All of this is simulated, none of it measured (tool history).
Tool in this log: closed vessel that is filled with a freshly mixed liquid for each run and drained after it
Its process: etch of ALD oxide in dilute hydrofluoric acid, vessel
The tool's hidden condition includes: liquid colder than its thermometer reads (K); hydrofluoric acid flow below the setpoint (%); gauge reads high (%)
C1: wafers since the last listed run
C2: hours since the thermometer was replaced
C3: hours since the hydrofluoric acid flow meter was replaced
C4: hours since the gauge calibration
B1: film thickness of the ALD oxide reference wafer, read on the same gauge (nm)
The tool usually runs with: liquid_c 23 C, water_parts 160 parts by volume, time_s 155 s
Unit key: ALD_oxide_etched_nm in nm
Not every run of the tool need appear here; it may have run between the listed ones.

run 1 hour=0 | liquid_c=23 water_parts=160 time_s=155 | C1=0 C2=1141.1 C3=533.5 C4=242.1 | B1=99.98 | ALD_oxide_etched_nm=11.83
run 2 hour=12.5 | liquid_c=19.5 water_parts=160 time_s=155 | C1=734 C2=1153.6 C3=546 C4=254.6 | B1=99.96 | ALD_oxide_etched_nm=10.3
run 3 hour=21.2 | liquid_c=19.5 water_parts=160 time_s=155 | C1=511 C2=1162.3 C3=554.7 C4=263.3 | B1=99.98 | ALD_oxide_etched_nm=10.33
run 4 hour=32.5 | liquid_c=24 water_parts=160 time_s=155 | C1=664 C2=1173.6 C3=566 C4=274.6 | B1=99.98 | ALD_oxide_etched_nm=12.19
run 5 hour=47.7 | liquid_c=23 water_parts=160 time_s=155 | C1=893 C2=1188.8 C3=581.2 C4=289.8 | B1=100.01 | ALD_oxide_etched_nm=11.77
run 6 hour=56.1 | liquid_c=23 water_parts=160 time_s=155 | C1=493 C2=1197.2 C3=589.6 C4=298.2 | B1=100.02 | ALD_oxide_etched_nm=11.74
run 7 hour=68.3 | liquid_c=23 water_parts=160 time_s=155 | C1=717 C2=1209.4 C3=601.8 C4=310.4 | B1=100 | ALD_oxide_etched_nm=11.8
run 8 hour=80.4 | liquid_c=23 water_parts=160 time_s=155 | C1=711 C2=1221.5 C3=613.9 C4=322.5 | B1=100.01 | ALD_oxide_etched_nm=11.65
run 9 hour=87.7 | liquid_c=25 water_parts=160 time_s=115 | C1=429 C2=1228.8 C3=621.2 C4=329.8 | B1=100.01 | ALD_oxide_etched_nm=9.37
run 10 hour=94.8 | liquid_c=25 water_parts=160 time_s=115 | C1=417 C2=1235.9 C3=628.3 C4=336.9 | B1=100 | ALD_oxide_etched_nm=9.3
run 11 hour=110.5 | liquid_c=23 water_parts=160 time_s=155 | C1=922 C2=1251.6 C3=644 C4=352.6 | B1=100.02 | ALD_oxide_etched_nm=11.69
run 12 hour=126.3 | liquid_c=23 water_parts=160 time_s=155 | C1=928 C2=1267.4 C3=659.8 C4=368.4 | B1=99.98 | ALD_oxide_etched_nm=11.62
run 13 hour=147.4 | liquid_c=23 water_parts=160 time_s=155 | C1=1240 C2=1288.5 C3=680.9 C4=389.5 | B1=99.99 | ALD_oxide_etched_nm=11.71
-- hour=151 gauge calibrated
run 14 hour=156 | liquid_c=23 water_parts=160 time_s=155 | C1=505 C2=1297.1 C3=689.5 C4=5 | B1=100 | ALD_oxide_etched_nm=11.55
run 15 hour=165.5 | liquid_c=23 water_parts=160 time_s=155 | C1=558 C2=1306.6 C3=699 C4=14.5 | B1=100.01 | ALD_oxide_etched_nm=11.53
run 16 hour=180 | liquid_c=23 water_parts=160 time_s=155 | C1=852 C2=1321.1 C3=713.5 C4=29 | B1=100.02 | ALD_oxide_etched_nm=11.55
run 17 hour=187.8 | liquid_c=23 water_parts=160 time_s=155 | C1=458 C2=1328.9 C3=721.3 C4=36.8 | B1=99.96 | ALD_oxide_etched_nm=11.52
run 18 hour=197.3 | liquid_c=27.5 water_parts=115 time_s=240 | C1=558 C2=1338.4 C3=730.8 C4=46.3 | B1=99.98 | ALD_oxide_etched_nm=31.2
run 19 hour=207.3 | liquid_c=24.5 water_parts=160 time_s=155 | C1=587 C2=1348.4 C3=740.8 C4=56.3 | B1=100 | ALD_oxide_etched_nm=12.19
-- hour=233.3 hydrofluoric acid flow meter replaced
run 20 hour=236.7 | liquid_c=23 water_parts=95 time_s=230 | C1=1669 C2=1377.8 C3=3.4 C4=85.7 | B1=100 | ALD_oxide_etched_nm=33.78
run 21 hour=255 | liquid_c=23 water_parts=160 time_s=70 | C1=1075 C2=1396.1 C3=21.7 C4=104 | B1=100.03 | ALD_oxide_etched_nm=5.64
run 22 hour=268.6 | liquid_c=26.5 water_parts=205 time_s=155 | C1=799 C2=1409.7 C3=35.3 C4=117.6 | B1=100.01 | ALD_oxide_etched_nm=10.62
run 23 hour=275.1 | liquid_c=23 water_parts=160 time_s=155 | C1=382 C2=1416.2 C3=41.8 C4=124.1 | B1=100 | ALD_oxide_etched_nm=12.45
run 24 hour=288.7 | liquid_c=23 water_parts=160 time_s=155 | C1=799 C2=1429.8 C3=55.4 C4=137.7 | B1=100 | ALD_oxide_etched_nm=12.41
-- hour=301.1 thermometer replaced
run 25 hour=305.4 | liquid_c=23 water_parts=160 time_s=155 | C1=922 C2=4.3 C3=72.1 C4=154.4 | B1=99.99 | ALD_oxide_etched_nm=12.39
run 26 hour=312.1 | liquid_c=23 water_parts=130 time_s=215 | C1=393 C2=11 C3=78.8 C4=161.1 | B1=100 | ALD_oxide_etched_nm=21.99
run 27 hour=318.3 | liquid_c=21 water_parts=205 time_s=100 | C1=364 C2=17.2 C3=85 C4=167.3 | B1=100 | ALD_oxide_etched_nm=5.54
run 28 hour=330.9 | liquid_c=23 water_parts=125 time_s=95 | C1=740 C2=29.8 C3=97.6 C4=179.9 | B1=99.98 | ALD_oxide_etched_nm=10.15
run 29 hour=339 | liquid_c=24.5 water_parts=160 time_s=180 | C1=476 C2=37.9 C3=105.7 C4=188 | B1=99.99 | ALD_oxide_etched_nm=15.29
run 30 hour=352.2 | liquid_c=23 water_parts=160 time_s=155 | C1=775 C2=51.1 C3=118.9 C4=201.2 | B1=100.04 | ALD_oxide_etched_nm=12.33
run 31 hour=364.7 | liquid_c=20.5 water_parts=130 time_s=65 | C1=734 C2=63.6 C3=131.4 C4=213.7 | B1=100 | ALD_oxide_etched_nm=5.96
run 32 hour=375.8 | liquid_c=23 water_parts=160 time_s=155 | C1=652 C2=74.7 C3=142.5 C4=224.8 | B1=99.98 | ALD_oxide_etched_nm=12.27
run 33 hour=387.7 | liquid_c=27 water_parts=135 time_s=60 | C1=699 C2=86.6 C3=154.4 C4=236.7 | B1=100 | ALD_oxide_etched_nm=6.78
run 34 hour=405.3 | liquid_c=23 water_parts=80 time_s=75 | C1=1034 C2=104.2 C3=172 C4=254.3 | B1=100.01 | ALD_oxide_etched_nm=13.11

Forecast each of these 4 alternatives for the next run:
run A hour=406 | liquid_c=26.5 water_parts=160 time_s=155 | C1=41 C2=104.9 C3=172.7 C4=255 | B1=? | ALD_oxide_etched_nm=?
run B hour=406 | liquid_c=26 water_parts=225 time_s=220 | C1=41 C2=104.9 C3=172.7 C4=255 | B1=? | ALD_oxide_etched_nm=?
run C hour=406 | liquid_c=18 water_parts=160 time_s=210 | C1=41 C2=104.9 C3=172.7 C4=255 | B1=? | ALD_oxide_etched_nm=?
run D hour=406 | liquid_c=23 water_parts=220 time_s=70 | C1=41 C2=104.9 C3=172.7 C4=255 | B1=? | ALD_oxide_etched_nm=?

run=A B1=100.03 ALD_oxide_etched_nm=14.04
run=B B1=100.03 ALD_oxide_etched_nm=12.9
run=C B1=100.03 ALD_oxide_etched_nm=13.71
run=D B1=100.03 ALD_oxide_etched_nm=3.79
Stripped of hidden state, with their random variation kept, the same runs would have yielded:
run=A ALD_oxide_etched_nm=14.52
run=B ALD_oxide_etched_nm=13.36
run=C ALD_oxide_etched_nm=14.16
run=D ALD_oxide_etched_nm=3.92
